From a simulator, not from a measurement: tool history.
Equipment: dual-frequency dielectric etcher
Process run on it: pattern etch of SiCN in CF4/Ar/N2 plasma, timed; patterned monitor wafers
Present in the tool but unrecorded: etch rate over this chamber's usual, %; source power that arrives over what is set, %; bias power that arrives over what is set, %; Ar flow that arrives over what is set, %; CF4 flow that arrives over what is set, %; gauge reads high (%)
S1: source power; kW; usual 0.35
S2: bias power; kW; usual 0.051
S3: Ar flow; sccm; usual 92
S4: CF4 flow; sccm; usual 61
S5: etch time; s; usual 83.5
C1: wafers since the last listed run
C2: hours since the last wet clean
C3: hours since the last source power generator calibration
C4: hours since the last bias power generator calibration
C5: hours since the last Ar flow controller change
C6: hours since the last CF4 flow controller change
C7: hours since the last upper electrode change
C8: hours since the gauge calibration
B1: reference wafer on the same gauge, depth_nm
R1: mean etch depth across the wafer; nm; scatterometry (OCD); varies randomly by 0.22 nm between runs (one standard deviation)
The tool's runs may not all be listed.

{"run": 1, "hour": 0.0, "S1": 0.35, "S2": 0.051, "S3": 70, "S4": 50, "S5": 108, "C1": 0, "C2": 209.4, "C3": 3759.8, "C4": 399.4, "C5": 541.4, "C6": 188.6, "C7": 424.8, "C8": 1659.9, "B1": 53.9, "R1": 68.9}
{"run": 2, "hour": 41.0, "S1": 0.41, "S2": 0.051, "S3": 74, "S4": 61, "S5": 83.5, "C1": 598, "C2": 250.4, "C3": 3800.8, "C4": 440.4, "C5": 582.4, "C6": 229.6, "C7": 465.8, "C8": 1700.9, "B1": 53.9, "R1": 61.7}
{"run": 3, "hour": 91.9, "S1": 0.38, "S2": 0.058, "S3": 92, "S4": 61, "S5": 83.5, "C1": 742, "C2": 301.3, "C3": 3851.7, "C4": 491.3, "C5": 633.3, "C6": 280.5, "C7": 516.7, "C8": 1751.8, "B1": 54.1, "R1": 58}
{"run": 4, "hour": 136.0, "S1": 0.35, "S2": 0.054, "S3": 92, "S4": 56, "S5": 83.5, "C1": 643, "C2": 345.4, "C3": 3895.8, "C4": 535.4, "C5": 677.4, "C6": 324.6, "C7": 560.8, "C8": 1795.9, "B1": 54, "R1": 51.6}
{"hour": 174.4, "done": "gauge calibrated"}
{"run": 5, "hour": 201.0, "S1": 0.35, "S2": 0.056, "S3": 92, "S4": 61, "S5": 83.5, "C1": 948, "C2": 410.4, "C3": 3960.8, "C4": 600.4, "C5": 742.4, "C6": 389.6, "C7": 625.8, "C8": 26.6, "B1": 54, "R1": 52.9}
{"hour": 241.8, "done": "wet clean of the chamber"}
{"run": 6, "hour": 250.6, "S1": 0.26, "S2": 0.04, "S3": 92, "S4": 61, "S5": 83.5, "C1": 373, "C2": 8.8, "C3": 4010.4, "C4": 650, "C5": 792, "C6": 439.2, "C7": 675.4, "C8": 76.2, "B1": 53.9, "R1": 35.8}
{"run": 7, "hour": 286.3, "S1": 0.32, "S2": 0.064, "S3": 86, "S4": 50, "S5": 83.5, "C1": 520, "C2": 44.5, "C3": 4046.1, "C4": 685.7, "C5": 827.7, "C6": 474.9, "C7": 711.1, "C8": 111.9, "B1": 54, "R1": 51}
{"run": 8, "hour": 351.7, "S1": 0.35, "S2": 0.051, "S3": 92, "S4": 61, "S5": 83.5, "C1": 954, "C2": 109.9, "C3": 4111.5, "C4": 751.1, "C5": 893.1, "C6": 540.3, "C7": 776.5, "C8": 177.3, "B1": 54, "R1": 51.5}
{"run": 9, "hour": 388.6, "S1": 0.26, "S2": 0.048, "S3": 92, "S4": 48, "S5": 107.5, "C1": 538, "C2": 146.8, "C3": 4148.4, "C4": 788, "C5": 930, "C6": 577.2, "C7": 813.4, "C8": 214.2, "B1": 54, "R1": 47.6}
{"hour": 395.2, "done": "source power generator calibrated"}
{"run": 10, "hour": 440.9, "S1": 0.35, "S2": 0.051, "S3": 72, "S4": 61, "S5": 83.5, "C1": 704, "C2": 199.1, "C3": 45.7, "C4": 840.3, "C5": 982.3, "C6": 629.5, "C7": 865.7, "C8": 266.5, "B1": 54, "R1": 51.9}
{"run": 11, "hour": 486.6, "S1": 0.35, "S2": 0.051, "S3": 92, "S4": 61, "S5": 83.5, "C1": 666, "C2": 244.8, "C3": 91.4, "C4": 886, "C5": 1028, "C6": 675.2, "C7": 911.4, "C8": 312.2, "B1": 53.8, "R1": 49.5}
{"run": 12, "hour": 524.4, "S1": 0.35, "S2": 0.051, "S3": 92, "S4": 61, "S5": 83.5, "C1": 551, "C2": 282.6, "C3": 129.2, "C4": 923.8, "C5": 1065.8, "C6": 713, "C7": 949.2, "C8": 350, "B1": 53.9, "R1": 49.5}
{"run": 13, "hour": 556.2, "S1": 0.35, "S2": 0.051, "S3": 92, "S4": 61, "S5": 83.5, "C1": 464, "C2": 314.4, "C3": 161, "C4": 955.6, "C5": 1097.6, "C6": 744.8, "C7": 981, "C8": 381.8, "B1": 54, "R1": 49.4}
{"run": 14, "hour": 618.6, "S1": 0.35, "S2": 0.051, "S3": 73, "S4": 61, "S5": 83.5, "C1": 910, "C2": 376.8, "C3": 223.4, "C4": 1018, "C5": 1160, "C6": 807.2, "C7": 1043.4, "C8": 444.2, "B1": 54, "R1": 52}
{"run": 15, "hour": 666.2, "S1": 0.35, "S2": 0.06, "S3": 111, "S4": 52, "S5": 99, "C1": 694, "C2": 424.4, "C3": 271, "C4": 1065.6, "C5": 1207.6, "C6": 854.8, "C7": 1091, "C8": 491.8, "B1": 54, "R1": 58.8}
{"run": 16, "hour": 700.4, "S1": 0.35, "S2": 0.051, "S3": 92, "S4": 61, "S5": 83.5, "C1": 499, "C2": 458.6, "C3": 305.2, "C4": 1099.8, "C5": 1241.8, "C6": 889, "C7": 1125.2, "C8": 526, "B1": 53.9, "R1": 49.1}
{"hour": 737.2, "done": "wet clean of the chamber"}
{"run": 17, "hour": 747.7, "S1": 0.35, "S2": 0.051, "S3": 79, "S4": 61, "S5": 103, "C1": 340, "C2": 10.5, "C3": 352.5, "C4": 1147.1, "C5": 1289.1, "C6": 936.3, "C7": 1172.5, "C8": 573.3, "B1": 54, "R1": 63.2}
{"run": 18, "hour": 786.5, "S1": 0.35, "S2": 0.051, "S3": 92, "S4": 61, "S5": 83.5, "C1": 566, "C2": 49.3, "C3": 391.3, "C4": 1185.9, "C5": 1327.9, "C6": 975.1, "C7": 1211.3, "C8": 612.1, "B1": 54.1, "R1": 49.4}
{"run": 19, "hour": 837.5, "S1": 0.3, "S2": 0.04, "S3": 80, "S4": 68, "S5": 83.5, "C1": 744, "C2": 100.3, "C3": 442.3, "C4": 1236.9, "C5": 1378.9, "C6": 1026.1, "C7": 1262.3, "C8": 663.1, "B1": 53.9, "R1": 41.2}
{"run": 20, "hour": 879.9, "S1": 0.26, "S2": 0.051, "S3": 92, "S4": 56, "S5": 83.5, "C1": 618, "C2": 142.7, "C3": 484.7, "C4": 1279.3, "C5": 1421.3, "C6": 1068.5, "C7": 1304.7, "C8": 705.5, "B1": 54, "R1": 37.8}

What if the next run were any one of these 5? Each begins from the tool's condition after run 20:
{"run": "A", "hour": 880.3, "S1": 0.35, "S2": 0.051, "S3": 92, "S4": 61, "S5": 83.5, "C1": 5, "C2": 143.1, "C3": 485.1, "C4": 1279.7, "C5": 1421.7, "C6": 1068.9, "C7": 1305.1, "C8": 705.9, "B1": "?", "R1": "?"}
{"run": "B", "hour": 880.3, "S1": 0.35, "S2": 0.042, "S3": 92, "S4": 61, "S5": 98.5, "C1": 5, "C2": 143.1, "C3": 485.1, "C4": 1279.7, "C5": 1421.7, "C6": 1068.9, "C7": 1305.1, "C8": 705.9, "B1": "?", "R1": "?"}
{"run": "C", "hour": 880.3, "S1": 0.35, "S2": 0.051, "S3": 92, "S4": 61, "S5": 91.5, "C1": 5, "C2": 143.1, "C3": 485.1, "C4": 1279.7, "C5": 1421.7, "C6": 1068.9, "C7": 1305.1, "C8": 705.9, "B1": "?", "R1": "?"}
{"run": "D", "hour": 880.3, "S1": 0.35, "S2": 0.062, "S3": 80, "S4": 75, "S5": 83.5, "C1": 5, "C2": 143.1, "C3": 485.1, "C4": 1279.7, "C5": 1421.7, "C6": 1068.9, "C7": 1305.1, "C8": 705.9, "B1": "?", "R1": "?"}
{"run": "E", "hour": 880.3, "S1": 0.27, "S2": 0.044, "S3": 92, "S4": 61, "S5": 83.5, "C1": 5, "C2": 143.1, "C3": 485.1, "C4": 1279.7, "C5": 1421.7, "C6": 1068.9, "C7": 1305.1, "C8": 705.9, "B1": "?", "R1": "?"}

run=A B1=54 R1=49.5
run=B B1=54 R1=54.2
run=C B1=54 R1=54.2
run=D B1=54 R1=56.5
run=E B1=54 R1=37.1
With no hidden state in the tool, these same runs would have given:
run=A R1=49.2
run=B R1=53.9
run=C R1=53.9
run=D R1=56.1
run=E R1=36.8
